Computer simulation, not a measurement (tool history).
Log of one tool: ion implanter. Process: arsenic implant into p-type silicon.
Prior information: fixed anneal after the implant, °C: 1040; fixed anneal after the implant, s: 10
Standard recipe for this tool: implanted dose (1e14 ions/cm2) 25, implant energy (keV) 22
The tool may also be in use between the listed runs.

run,hour,implanted dose (1e14 ions/cm2),implant energy (keV),"read-back reference wafer on the same gauge, sheet resistance",sheet resistance of the implanted and annealed layer (ohm/square)
1,0,25,22,99.75,97.96
2,19.2,25,22,99.99,97.95
3,37.9,25,22,99.88,98.18
4,50.9,25,22,100.01,98.5
5,86.7,25,22,99.91,99
6,110.8,25,22,100.13,98.73
7,135.1,25,22,100.2,99.05
8,150.7,25,22,100.07,99.09
9,174.3,25,17,100.04,106.52
10,210.2,25,17,100.2,106.23
11,230.5,25,17,100.31,106.57
12,254.6,25,22,100.25,98.36
# hour 271.8: extraction supply calibrated
13,282.4,19.85,22,100.2,103.72
14,294.5,19.85,22,100.25,104.04
15,312.6,19.85,22,100.37,103.45
# hour 335.2: Faraday cup replaced and dose calibrated
16,335.7,25,17.5,100.3,105.89
17,346.9,29.53,16,100.4,105.52
18,361.2,25,28.5,100.26,89.59
19,387.1,19.37,18.5,100.34,109.36
# hour 400.5: gauge calibrated
20,403.5,18.18,25,97.85,99.27
21,427.1,25,22,98.32,96.75
22,451.3,25,22,98.58,96.71
23,479,27.52,28.5,98.76,86.42
24,510.2,31.56,18,98.96,99.82
25,526,27.21,28,99.22,87.22
26,549.1,25,26.5,99.41,91.14
27,581.2,29.26,26.5,99.43,88.39
28,608,17.78,14.5,99.53,117.83
29,638.8,32.01,25,99.6,89.65
30,673.4,25,22,99.85,97.67
31,703.8,19.85,22,99.88,103.21
32,723.2,25,28,99.8,89.76
33,744.3,22.8,19.5,99.95,103.43
34,768.9,29.28,18,99.95,102.74
35,785.8,22.47,16,99.91,110.5

Forecast run 36:
36,806,30.75,14.5,?,?

Run 36 yielded read-back reference wafer on the same gauge, sheet resistance 100.03, sheet resistance of the implanted and annealed layer (ohm/square) 107.45.
The same run, on a tool lacking any hidden state, would have yielded sheet resistance of the implanted and annealed layer (ohm/square) 105.4.

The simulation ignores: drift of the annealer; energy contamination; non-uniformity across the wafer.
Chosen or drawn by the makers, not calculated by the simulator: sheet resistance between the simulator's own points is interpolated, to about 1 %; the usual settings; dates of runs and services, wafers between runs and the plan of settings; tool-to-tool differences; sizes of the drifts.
